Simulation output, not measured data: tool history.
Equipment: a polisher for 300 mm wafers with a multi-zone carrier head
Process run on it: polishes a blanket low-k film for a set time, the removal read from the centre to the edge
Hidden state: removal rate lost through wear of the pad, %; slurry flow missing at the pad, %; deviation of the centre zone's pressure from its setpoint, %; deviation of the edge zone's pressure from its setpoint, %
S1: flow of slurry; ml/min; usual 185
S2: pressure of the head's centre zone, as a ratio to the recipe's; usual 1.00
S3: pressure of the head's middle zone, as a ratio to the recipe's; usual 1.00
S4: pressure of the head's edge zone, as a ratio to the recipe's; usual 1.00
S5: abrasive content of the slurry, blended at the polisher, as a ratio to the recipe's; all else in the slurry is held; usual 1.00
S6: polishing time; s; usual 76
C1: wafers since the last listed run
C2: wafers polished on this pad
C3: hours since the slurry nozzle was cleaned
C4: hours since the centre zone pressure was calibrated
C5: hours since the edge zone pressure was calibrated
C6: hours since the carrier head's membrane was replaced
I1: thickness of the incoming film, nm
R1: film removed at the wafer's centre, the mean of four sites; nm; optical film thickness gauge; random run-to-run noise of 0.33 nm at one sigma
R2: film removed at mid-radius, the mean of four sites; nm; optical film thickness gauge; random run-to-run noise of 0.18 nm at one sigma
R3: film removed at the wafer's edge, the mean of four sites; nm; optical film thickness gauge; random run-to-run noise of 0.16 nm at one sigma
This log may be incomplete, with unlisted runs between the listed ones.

run 1 hour=0.0 | S1=185 S2=1.00 S3=1.00 S4=1.00 S5=1.00 S6=57 | C1=0 C2=470 C3=398.3 C4=238.1 C5=370.4 C6=295.9 | I1=314.4 | R1=18.9 R2=17.8 R3=18.4
run 2 hour=46.5 | S1=185 S2=1.00 S3=1.00 S4=1.00 S5=1.00 S6=76 | C1=536 C2=1007 C3=444.8 C4=284.6 C5=416.9 C6=342.4 | I1=305.1 | R1=24.3 R2=23.7 R3=24.3
run 3 hour=101.6 | S1=185 S2=1.00 S3=1.00 S4=1.00 S5=1.00 S6=76 | C1=635 C2=1643 C3=499.9 C4=339.7 C5=472.0 C6=397.5 | I1=315.0 | R1=24.2 R2=23.7 R3=24.0
run 4 hour=154.0 | S1=185 S2=1.00 S3=1.00 S4=1.00 S5=1.00 S6=76 | C1=604 C2=2247 C3=552.3 C4=392.1 C5=524.4 C6=449.9 | I1=310.6 | R1=23.8 R2=23.1 R3=24.0
run 5 hour=261.9 | S1=185 S2=1.00 S3=1.00 S4=1.00 S5=1.00 S6=76 | C1=1245 C2=3492 C3=660.2 C4=500.0 C5=632.3 C6=557.8 | I1=315.1 | R1=23.7 R2=22.6 R3=23.6
run 6 hour=309.8 | S1=185 S2=0.91 S3=1.12 S4=1.00 S5=1.00 S6=59 | C1=552 C2=4045 C3=708.1 C4=547.9 C5=680.2 C6=605.7 | I1=308.8 | R1=17.2 R2=19.4 R3=18.2
run 7 hour=346.9 | S1=130 S2=1.00 S3=1.05 S4=1.00 S5=1.00 S6=76 | C1=428 C2=4473 C3=745.2 C4=585.0 C5=717.3 C6=642.8 | I1=311.2 | R1=22.1 R2=22.2 R3=22.4
run 8 hour=401.0 | S1=185 S2=1.00 S3=1.00 S4=1.00 S5=1.00 S6=55 | C1=624 C2=5097 C3=799.3 C4=639.1 C5=771.4 C6=696.9 | I1=310.6 | R1=16.9 R2=16.5 R3=16.9
-- hour=406.3 worn pad replaced by a new one
-- hour=431.4 slurry nozzle cleaned
run 9 hour=503.9 | S1=185 S2=1.00 S3=1.00 S4=1.00 S5=1.00 S6=76 | C1=1129 C2=1115 C3=72.5 C4=742.0 C5=874.3 C6=799.8 | I1=307.9 | R1=24.4 R2=23.2 R3=24.2
run 10 hour=563.3 | S1=185 S2=1.00 S3=0.88 S4=1.00 S5=1.00 S6=93 | C1=685 C2=1800 C3=131.9 C4=801.4 C5=933.7 C6=859.2 | I1=311.2 | R1=29.3 R2=25.7 R3=29.0
run 11 hour=623.8 | S1=185 S2=0.90 S3=1.00 S4=1.05 S5=0.85 S6=90 | C1=698 C2=2498 C3=192.4 C4=861.9 C5=994.2 C6=919.7 | I1=304.9 | R1=22.6 R2=24.1 R3=26.0
run 12 hour=714.9 | S1=185 S2=0.90 S3=1.00 S4=1.00 S5=1.00 S6=55 | C1=1051 C2=3549 C3=283.5 C4=953.0 C5=1085.3 C6=1010.8 | I1=308.0 | R1=15.4 R2=16.2 R3=16.7
-- hour=735.7 edge zone pressure recalibrated
-- hour=743.2 carrier head's membrane replaced by a new one
run 13 hour=804.0 | S1=215 S2=1.03 S3=1.00 S4=1.00 S5=1.00 S6=99 | C1=947 C2=4497 C3=372.6 C4=1042.1 C5=68.3 C6=60.8 | I1=306.5 | R1=32.3 R2=30.2 R3=30.7
-- hour=874.2 worn pad replaced by a new one
run 14 hour=886.7 | S1=185 S2=1.00 S3=1.00 S4=1.00 S5=1.00 S6=76 | C1=908 C2=144 C3=455.3 C4=1124.8 C5=151.0 C6=143.5 | I1=306.0 | R1=25.4 R2=24.2 R3=25.0
run 15 hour=945.7 | S1=185 S2=1.00 S3=1.04 S4=1.05 S5=1.00 S6=76 | C1=680 C2=825 C3=514.3 C4=1183.8 C5=210.0 C6=202.5 | I1=310.0 | R1=24.9 R2=24.4 R3=25.0
-- hour=992.3 centre zone pressure recalibrated
run 16 hour=996.3 | S1=185 S2=1.04 S3=1.00 S4=1.11 S5=1.00 S6=76 | C1=560 C2=1385 C3=564.9 C4=4.0 C5=260.6 C6=253.1 | I1=310.8 | R1=25.1 R2=23.4 R3=25.5
run 17 hour=1047.4 | S1=185 S2=1.00 S3=1.00 S4=1.00 S5=1.00 S6=76 | C1=589 C2=1975 C3=616.0 C4=55.1 C5=311.7 C6=304.2 | I1=309.9 | R1=24.1 R2=23.4 R3=24.0
-- hour=1195.6 slurry nozzle cleaned
run 18 hour=1225.9 | S1=185 S2=1.00 S3=1.00 S4=1.00 S5=1.00 S6=76 | C1=2048 C2=4023 C3=30.3 C4=233.6 C5=490.2 C6=482.7 | I1=309.0 | R1=24.1 R2=23.0 R3=23.3
run 19 hour=1293.5 | S1=185 S2=1.00 S3=1.00 S4=1.00 S5=1.00 S6=76 | C1=780 C2=4803 C3=97.9 C4=301.2 C5=557.8 C6=550.3 | I1=314.8 | R1=23.9 R2=23.1 R3=23.4
-- hour=1326.3 worn pad replaced by a new one
run 20 hour=1353.2 | S1=185 S2=1.11 S3=1.00 S4=0.96 S5=1.00 S6=97 | C1=642 C2=310 C3=157.6 C4=360.9 C5=617.5 C6=610.0 | I1=308.9 | R1=36.3 R2=30.9 R3=31.1

What if the next run were any one of these 5? Each begins from the tool's condition after run 20:
run A hour=1353.6 | S1=185 S2=1.00 S3=1.00 S4=1.00 S5=1.00 S6=76 | C1=4 C2=314 C3=158.0 C4=361.3 C5=617.9 C6=610.4 | I1=311.2 | R1=? R2=? R3=?
run B hour=1353.6 | S1=185 S2=0.94 S3=0.94 S4=1.00 S5=1.10 S6=76 | C1=4 C2=314 C3=158.0 C4=361.3 C5=617.9 C6=610.4 | I1=311.2 | R1=? R2=? R3=?
run C hour=1353.6 | S1=150 S2=1.06 S3=1.00 S4=0.95 S5=1.00 S6=61 | C1=4 C2=314 C3=158.0 C4=361.3 C5=617.9 C6=610.4 | I1=311.2 | R1=? R2=? R3=?
run D hour=1353.6 | S1=220 S2=0.92 S3=1.00 S4=1.00 S5=1.00 S6=76 | C1=4 C2=314 C3=158.0 C4=361.3 C5=617.9 C6=610.4 | I1=311.2 | R1=? R2=? R3=?
run E hour=1353.6 | S1=150 S2=1.00 S3=1.00 S4=1.00 S5=1.00 S6=101 | C1=4 C2=314 C3=158.0 C4=361.3 C5=617.9 C6=610.4 | I1=311.2 | R1=? R2=? R3=?

run=A R1=24.3 R2=23.9 R3=24.9
run=B R1=24.0 R2=24.0 R3=26.2
run=C R1=19.7 R2=18.4 R3=18.9
run=D R1=23.0 R2=24.6 R3=25.4
run=E R1=30.8 R2=30.5 R3=32.1
With no hidden state in the tool, these same runs would have given:
run=A R1=24.8 R2=24.4 R3=25.4
run=B R1=24.5 R2=24.5 R3=26.8
run=C R1=20.1 R2=18.8 R3=19.3
run=D R1=23.5 R2=25.1 R3=25.9
run=E R1=31.4 R2=31.1 R3=32.7
